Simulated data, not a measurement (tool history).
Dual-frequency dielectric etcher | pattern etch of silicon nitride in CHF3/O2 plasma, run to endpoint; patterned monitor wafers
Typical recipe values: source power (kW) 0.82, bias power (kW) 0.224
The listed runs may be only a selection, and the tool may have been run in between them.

run   hour  source power (kW)  bias power (kW)  incoming incoming film thickness, nm  endpoint time (s)
  1      0               0.82            0.224                                  98.6               51.6
  2   17.7               0.82            0.224                                  98.5                 51
  3   67.9               0.82            0.224                                  97.8               50.5
  4   76.5               0.82            0.224                                  97.7                 51
  5   83.1               0.82            0.224                                  97.7               50.4
  6   93.2               0.82            0.224                                    98                 51
  7  102.7               0.82            0.224                                    96               49.5
  8  116.3               0.82            0.224                                  96.7                 50
  9  130.2               0.82            0.224                                  97.2               49.9
     158.2  -- wet clean of the chamber
     178.7  -- upper electrode replaced
 10  179.2               0.82            0.224                                  97.7               53.4
 11  179.5               0.69            0.266                                  96.8               51.8
 12  179.9               0.69            0.266                                  97.4               52.4
 13    184               0.69            0.266                                    97                 52
 14  191.9               0.82            0.224                                    97               52.9
 15  202.8               0.82            0.224                                  96.9               52.9
 16  208.9               1.02            0.224                                  97.3                 49
 17  223.3               0.71            0.186                                  96.8               59.7
     241.6  -- bias power generator calibrated
 18  242.1               0.75            0.255                                  98.1               51.7
 19  252.3               0.82            0.224                                  96.9               52.3
 20  265.4               0.82             0.24                                  96.7                 51
     270.2  -- source power generator calibrated
 21  282.5               0.82            0.224                                  97.7                 53
 22  294.1               0.66            0.185                                  98.1               61.4
 23  309.2               0.95            0.245                                    98                 48
 24  318.8               0.65            0.275                                    97               51.6
 25  334.5               0.82            0.275                                  97.2               48.3
 26  384.9               0.82            0.224                                  97.8               51.7
 27  402.2               0.82            0.224                                  98.1               52.1
 28  418.4               0.95            0.258                                  98.2               47.3
 29  435.6               0.82             0.19                                  97.3               54.8
 30  443.8               0.82            0.173                                  97.7               57.6
 31  452.5               0.82            0.243                                  98.3               50.6

List, for all runs, the conditions of the tool that the log does not record:
source power that arrives over what is set, %: 0 across all the runs
bias power that arrives over what is set, %: 0 across all the runs
H1: etch rate over this chamber's usual, %
run       H1
  1     4.11
  2     4.25
  3     4.67
  4     4.74
  5     4.79
  6     4.88
  7     4.95
  8     5.07
  9     5.18
 10    -0.07
 11  -0.0675
 12  -0.0642
 13  -0.0304
 14   0.0349
 15    0.125
 16    0.175
 17    0.294
 18    0.449
 19    0.534
 20    0.642
 21    0.783
 22    0.879
 23        1
 24     1.08
 25     1.21
 26     1.63
 27     1.77
 28     1.91
 29     2.05
 30     2.11
 31     2.19

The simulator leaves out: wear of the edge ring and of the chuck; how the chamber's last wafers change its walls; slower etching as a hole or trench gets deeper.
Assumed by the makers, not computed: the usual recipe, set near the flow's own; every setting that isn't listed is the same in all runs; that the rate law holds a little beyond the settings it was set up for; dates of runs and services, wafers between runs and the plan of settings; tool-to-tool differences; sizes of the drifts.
